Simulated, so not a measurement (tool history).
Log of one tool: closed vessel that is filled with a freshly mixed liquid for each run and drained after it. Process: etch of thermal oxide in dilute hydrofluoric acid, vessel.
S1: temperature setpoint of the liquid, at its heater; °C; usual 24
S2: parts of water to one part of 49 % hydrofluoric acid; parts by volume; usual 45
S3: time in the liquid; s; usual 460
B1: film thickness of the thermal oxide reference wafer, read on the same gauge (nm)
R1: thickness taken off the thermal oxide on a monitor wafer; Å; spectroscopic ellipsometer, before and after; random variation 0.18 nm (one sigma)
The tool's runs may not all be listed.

run,hour,S1,S2,S3,B1,R1
1,0,24,45,325,29.94,371.4
2,29.3,24,45,460,29.91,523.9
3,64.6,24,45,460,29.89,522.6
4,115.2,24,45,460,29.84,524.7
5,146.6,24,45,460,29.84,524.4
6,196.6,24,45,460,29.77,523.2
7,231.1,24,45,460,29.71,518.9
8,302,24,45,460,29.65,521.7
9,364.2,24,45,460,29.57,519.3
# hour 396.3: hydrofluoric acid flow meter replaced
10,416.6,24,45,460,29.48,517.7
11,481.7,24,45,460,29.4,516.6
12,532.1,24,45,460,29.3,512.6
# hour 540.4: thermometer replaced
13,571.5,19.5,45,310,29.22,285.8
14,597.5,24,45,630,29.11,696.6
# hour 602.1: gauge calibrated
15,657.7,24,25,460,30.05,973.3
16,729,20,45,460,29.99,445
17,798.6,27,55,720,30,748.9
18,822.7,28.5,60,460,29.95,461.5
19,871.5,20,60,320,29.92,227.9
20,899.6,24,45,460,29.92,523.4
21,966.8,24,45,700,29.87,795.2
22,1013.8,24,35,460,29.77,681.8

Measured less the same run without the tool's hidden state. The same run-to-run variation is in both; the gauge's scatter may not be:
The hidden state here: liquid hotter than its thermometer reads (K); hydrofluoric acid flow above the setpoint (%); gauge reads high (%).
run,R1
1,-0.8
2,-1.4
3,-1.9
4,-2.5
5,-3
6,-3.8
7,-4.5
8,-6.1
9,-7.6
10,-9
11,-11
12,-12.7
13,-7.9
14,-20.6
15,+1
16,+0.2
17,-0.4
18,-0.4
19,-0.5
20,-1.5
21,-4
22,-4.6

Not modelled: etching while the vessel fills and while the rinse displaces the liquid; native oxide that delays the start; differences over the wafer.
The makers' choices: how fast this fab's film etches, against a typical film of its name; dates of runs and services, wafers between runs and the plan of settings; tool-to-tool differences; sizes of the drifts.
